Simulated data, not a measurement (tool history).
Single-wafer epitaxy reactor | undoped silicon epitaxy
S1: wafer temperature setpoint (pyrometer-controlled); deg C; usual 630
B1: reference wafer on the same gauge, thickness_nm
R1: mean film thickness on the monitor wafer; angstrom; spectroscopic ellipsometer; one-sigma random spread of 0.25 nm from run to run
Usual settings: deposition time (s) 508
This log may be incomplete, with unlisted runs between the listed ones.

run 1 day=0 | S1=630 deposition_time_(s)=508 | B1=68.247 | R1=593.92
run 2 day=4.112 | S1=630 deposition_time_(s)=487 | B1=68.267 | R1=570.88
run 3 day=6.688 | S1=630 deposition_time_(s)=487 | B1=68.272 | R1=570.57
run 4 day=8.846 | S1=630 deposition_time_(s)=487 | B1=68.317 | R1=576.82
run 5 day=13.188 | S1=630 deposition_time_(s)=508 | B1=68.177 | R1=596.82
run 6 day=16.721 | S1=642 deposition_time_(s)=508 | B1=68.186 | R1=818.06
run 7 day=21.062 | S1=642 deposition_time_(s)=508 | B1=68.271 | R1=820.04
run 8 day=23.629 | S1=642 deposition_time_(s)=508 | B1=68.27 | R1=819.76
run 9 day=26.992 | S1=630 deposition_time_(s)=508 | B1=68.182 | R1=607.6
run 10 day=29.908 | S1=630 deposition_time_(s)=508 | B1=68.249 | R1=608.85
run 11 day=32.383 | S1=630 deposition_time_(s)=508 | B1=68.275 | R1=614.02
-- day=34.179 pyrometer calibrated
run 12 day=36.662 | S1=620 deposition_time_(s)=453 | B1=68.367 | R1=406.72
run 13 day=48.088 | S1=620 deposition_time_(s)=453 | B1=68.384 | R1=401.89
run 14 day=50.658 | S1=642 deposition_time_(s)=508 | B1=68.504 | R1=803.66
-- day=53.412 gauge calibrated
run 15 day=54.271 | S1=623 deposition_time_(s)=602 | B1=68.279 | R1=577.37
run 16 day=57.271 | S1=618 deposition_time_(s)=596 | B1=68.32 | R1=505.29
run 17 day=59.533 | S1=630 deposition_time_(s)=508 | B1=68.32 | R1=589.9
run 18 day=62.408 | S1=623 deposition_time_(s)=421 | B1=68.231 | R1=410.45
run 19 day=64.462 | S1=636 deposition_time_(s)=433 | B1=68.504 | R1=590.51
run 20 day=66.246 | S1=639 deposition_time_(s)=454 | B1=68.224 | R1=664.56
run 21 day=69.75 | S1=639 deposition_time_(s)=598 | B1=68.23 | R1=879.69
run 22 day=73.479 | S1=635 deposition_time_(s)=602 | B1=68.301 | R1=805.39
run 23 day=76.738 | S1=630 deposition_time_(s)=508 | B1=68.247 | R1=598.63
run 24 day=79.521 | S1=621 deposition_time_(s)=417 | B1=68.346 | R1=388.85
run 25 day=81.488 | S1=623 deposition_time_(s)=546 | B1=68.228 | R1=534.69
run 26 day=85.896 | S1=625 deposition_time_(s)=422 | B1=68.177 | R1=437.4

Predict each of these 4 candidate next runs independently; none follows another, all start after run 26:
run A day=85.917 | S1=644 deposition_time_(s)=508 | B1=? | R1=?
run B day=85.917 | S1=623 deposition_time_(s)=508 | B1=? | R1=?
run C day=85.917 | S1=625 deposition_time_(s)=508 | B1=? | R1=?
run D day=85.917 | S1=630 deposition_time_(s)=421 | B1=? | R1=?

run=A B1=68.233 R1=857.03
run=B B1=68.233 R1=500.09
run=C B1=68.233 R1=527.07
run=D B1=68.233 R1=497.54
The same runs, with their run-to-run variation unchanged, on a tool lacking any hidden condition would have given:
run=A R1=832.07
run=B R1=484.75
run=C R1=510.98
run=D R1=482.54

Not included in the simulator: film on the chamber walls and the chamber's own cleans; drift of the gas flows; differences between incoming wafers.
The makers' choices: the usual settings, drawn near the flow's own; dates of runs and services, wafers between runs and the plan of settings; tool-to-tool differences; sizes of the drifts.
